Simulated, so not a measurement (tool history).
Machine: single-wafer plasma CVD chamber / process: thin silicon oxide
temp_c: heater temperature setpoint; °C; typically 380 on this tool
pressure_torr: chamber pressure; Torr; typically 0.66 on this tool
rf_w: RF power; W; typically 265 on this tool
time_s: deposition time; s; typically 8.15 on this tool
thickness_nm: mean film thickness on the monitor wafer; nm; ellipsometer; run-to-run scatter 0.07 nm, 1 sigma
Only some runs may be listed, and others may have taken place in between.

| run | hour | temp_c | pressure_torr | rf_w | time_s | wafers since the last listed run | hours since the last thermocouple change | hours since the last RF generator calibration | hours since the last manometer calibration | hours since the showerhead was replaced | hours since the gauge calibration | read-back reference wafer on the same gauge, thickness_nm | thickness_nm |
|---|---|---|---|---|---|---|---|---|---|---|---|---|---|
| 1 | 0 | 392 | 0.66 | 265 | 8.56 | 0 | 1936 | 1550.3 | 1084.4 | 3501.4 | 367 | 14.917 | 12.891 |
| 2 | 77.4 | 380 | 0.577 | 255 | 8.15 | 1210 | 2013.4 | 1627.7 | 1161.8 | 3578.8 | 444.4 | 14.909 | 11.177 |
| 3 | 109.9 | 380 | 0.577 | 255 | 8.15 | 508 | 2045.9 | 1660.2 | 1194.3 | 3611.3 | 476.9 | 14.902 | 11.171 |
| 4 | 145.4 | 380 | 0.66 | 255 | 8.15 | 555 | 2081.4 | 1695.7 | 1229.8 | 3646.8 | 512.4 | 14.897 | 12.182 |
| 5 | 165.1 | 380 | 0.66 | 255 | 8.15 | 308 | 2101.1 | 1715.4 | 1249.5 | 3666.5 | 532.1 | 14.898 | 11.991 |
| 6 | 192.6 | 380 | 0.66 | 265 | 8.15 | 429 | 2128.6 | 1742.9 | 1277 | 3694 | 559.6 | 14.902 | 12.274 |
| 7 | 212.3 | 380 | 0.66 | 265 | 8.15 | 308 | 2148.3 | 1762.6 | 1296.7 | 3713.7 | 579.3 | 14.887 | 12.299 |
| 8 | 241.4 | 380 | 0.66 | 265 | 8.15 | 455 | 2177.4 | 1791.7 | 1325.8 | 3742.8 | 608.4 | 14.909 | 12.171 |
| 9 | 267.9 | 380 | 0.66 | 265 | 8.15 | 414 | 2203.9 | 1818.2 | 1352.3 | 3769.3 | 634.9 | 14.907 | 12.127 |
| 10 | 295.3 | 380 | 0.66 | 265 | 8.15 | 428 | 2231.3 | 1845.6 | 1379.7 | 3796.7 | 662.3 | 14.885 | 12.189 |
|  | 314.2 | RF generator calibrated |
| 11 | 323.4 | 380 | 0.66 | 265 | 8.15 | 314 | 2259.4 | 9.2 | 1407.8 | 3824.8 | 690.4 | 14.905 | 12.097 |
| 12 | 348.3 | 380 | 0.694 | 265 | 8.15 | 389 | 2284.3 | 34.1 | 1432.7 | 3849.7 | 715.3 | 14.923 | 12.503 |
| 13 | 378 | 380 | 0.66 | 265 | 8.15 | 464 | 2314 | 63.8 | 1462.4 | 3879.4 | 745 | 14.899 | 12.08 |
|  | 410.9 | capacitance manometer re-zeroed and calibrated |
| 14 | 411.4 | 380 | 0.66 | 265 | 8.15 | 397 | 2347.4 | 97.2 | 0.5 | 3912.8 | 778.4 | 14.916 | 13.064 |
|  | 439.5 | gauge calibrated |
| 15 | 444.9 | 380 | 0.66 | 265 | 8.15 | 523 | 2380.9 | 130.7 | 34 | 3946.3 | 5.4 | 14.91 | 12.957 |
|  | 462.6 | showerhead replaced |
| 16 | 463.7 | 380 | 0.809 | 265 | 8.15 | 168 | 2399.7 | 149.5 | 52.8 | 1.1 | 24.2 | 14.915 | 14.639 |
| 17 | 498.4 | 380 | 0.589 | 265 | 8.15 | 542 | 2434.4 | 184.2 | 87.5 | 35.8 | 58.9 | 14.867 | 11.985 |
| 18 | 510.7 | 384 | 0.726 | 265 | 9.03 | 192 | 2446.7 | 196.5 | 99.8 | 48.1 | 71.2 | 14.893 | 15.115 |
|  | 542.2 | thermocouple changed; heater temperature recalibrated |
| 19 | 593.6 | 380 | 0.795 | 265 | 8.73 | 1171 | 51.4 | 279.4 | 182.7 | 131 | 154.1 | 14.904 | 15.708 |

The next listed run, before its measurement:
| 20 | 616.5 | 380 | 0.66 | 240 | 8.15 | 358 | 74.3 | 302.3 | 205.6 | 153.9 | 177 | ? | ? |

read-back reference wafer on the same gauge, thickness_nm: 14.898
thickness_nm: 12.464 nm
Take away the tool's hidden state, keep the run-to-run variation as it was, and the same run would have given thickness_nm 12.454 nm.
